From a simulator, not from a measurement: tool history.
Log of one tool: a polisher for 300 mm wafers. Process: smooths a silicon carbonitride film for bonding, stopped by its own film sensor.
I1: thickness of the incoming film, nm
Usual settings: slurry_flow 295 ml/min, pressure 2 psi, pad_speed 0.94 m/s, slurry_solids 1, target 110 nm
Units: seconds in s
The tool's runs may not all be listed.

run 1 hour=0 | slurry_flow=295 pressure=2 pad_speed=0.94 slurry_solids=0.9 target=110 | I1=140.3 | seconds=121.2
run 2 hour=54.7 | slurry_flow=295 pressure=2 pad_speed=0.94 slurry_solids=0.9 target=110 | I1=142.2 | seconds=129.8
run 3 hour=95.1 | slurry_flow=295 pressure=2 pad_speed=0.94 slurry_solids=0.9 target=110 | I1=139.5 | seconds=121
run 4 hour=119.2 | slurry_flow=270 pressure=2 pad_speed=0.94 slurry_solids=1 target=110 | I1=140.3 | seconds=122.9
-- hour=166.1 slurry blender recalibrated
run 5 hour=177.3 | slurry_flow=355 pressure=2.2 pad_speed=0.94 slurry_solids=0.8 target=110 | I1=139 | seconds=102.6
run 6 hour=217.2 | slurry_flow=295 pressure=2 pad_speed=0.94 slurry_solids=1 target=110 | I1=138.6 | seconds=104.6
run 7 hour=255.7 | slurry_flow=215 pressure=2 pad_speed=0.94 slurry_solids=0.8 target=102 | I1=142 | seconds=159.7
-- hour=292.3 worn pad replaced by a new one
run 8 hour=326.3 | slurry_flow=295 pressure=2.4 pad_speed=0.94 slurry_solids=0.7 target=110 | I1=142.5 | seconds=110.4
run 9 hour=360.4 | slurry_flow=295 pressure=2 pad_speed=0.94 slurry_solids=1 target=110 | I1=138.2 | seconds=107.1
run 10 hour=415.1 | slurry_flow=295 pressure=2 pad_speed=0.94 slurry_solids=1 target=110 | I1=140.5 | seconds=113.8
run 11 hour=453.3 | slurry_flow=295 pressure=1.8 pad_speed=0.94 slurry_solids=1 target=110 | I1=140.4 | seconds=128.8
run 12 hour=487.6 | slurry_flow=355 pressure=2.3 pad_speed=0.84 slurry_solids=1 target=106 | I1=139.2 | seconds=116.2
run 13 hour=550.8 | slurry_flow=295 pressure=2 pad_speed=0.94 slurry_solids=1 target=110 | I1=138 | seconds=109.5
run 14 hour=593.9 | slurry_flow=370 pressure=1.4 pad_speed=1.22 slurry_solids=1.1 target=110 | I1=140 | seconds=130.8
run 15 hour=628.4 | slurry_flow=295 pressure=2 pad_speed=0.94 slurry_solids=1.1 target=110 | I1=138.4 | seconds=109.6
-- hour=663.6 slurry nozzle cleaned
run 16 hour=695.1 | slurry_flow=295 pressure=2.5 pad_speed=0.94 slurry_solids=1 target=110 | I1=142 | seconds=103.3
-- hour=711.5 slurry blender recalibrated
-- hour=775.6 worn pad replaced by a new one
run 17 hour=787.1 | slurry_flow=295 pressure=2 pad_speed=0.94 slurry_solids=1 target=110 | I1=138.4 | seconds=103.6
run 18 hour=853.2 | slurry_flow=295 pressure=2 pad_speed=0.94 slurry_solids=0.8 target=110 | I1=140.3 | seconds=119.7
run 19 hour=893.9 | slurry_flow=295 pressure=2 pad_speed=1.12 slurry_solids=1 target=110 | I1=141.1 | seconds=101.8
run 20 hour=952.7 | slurry_flow=295 pressure=2.3 pad_speed=0.94 slurry_solids=0.75 target=117 | I1=139.7 | seconds=80.4
run 21 hour=1000.5 | slurry_flow=350 pressure=1.4 pad_speed=0.94 slurry_solids=0.9 target=114 | I1=141.3 | seconds=154.8
-- hour=1021.9 head pressure recalibrated
run 22 hour=1040.3 | slurry_flow=295 pressure=2 pad_speed=0.94 slurry_solids=1 target=110 | I1=142.4 | seconds=126.4
run 23 hour=1085.3 | slurry_flow=335 pressure=2 pad_speed=0.94 slurry_solids=1 target=110 | I1=141.2 | seconds=121.3
run 24 hour=1113.9 | slurry_flow=295 pressure=1.6 pad_speed=0.94 slurry_solids=1 target=115 | I1=139.8 | seconds=125.3
run 25 hour=1153.3 | slurry_flow=295 pressure=2 pad_speed=0.94 slurry_solids=1 target=110 | I1=138.7 | seconds=114.9
-- hour=1163.9 slurry blender recalibrated
-- hour=1202.9 worn pad replaced by a new one
run 26 hour=1220.9 | slurry_flow=295 pressure=2 pad_speed=0.76 slurry_solids=1 target=110 | I1=138.5 | seconds=124.4

Run 27 comes next. What will it give?
run 27 hour=1257.8 | slurry_flow=225 pressure=1.5 pad_speed=0.94 slurry_solids=1 target=110 | I1=139 | seconds=?

seconds: 146.8 s
Without the tool's hidden state the same run would have given seconds 145.8 s.
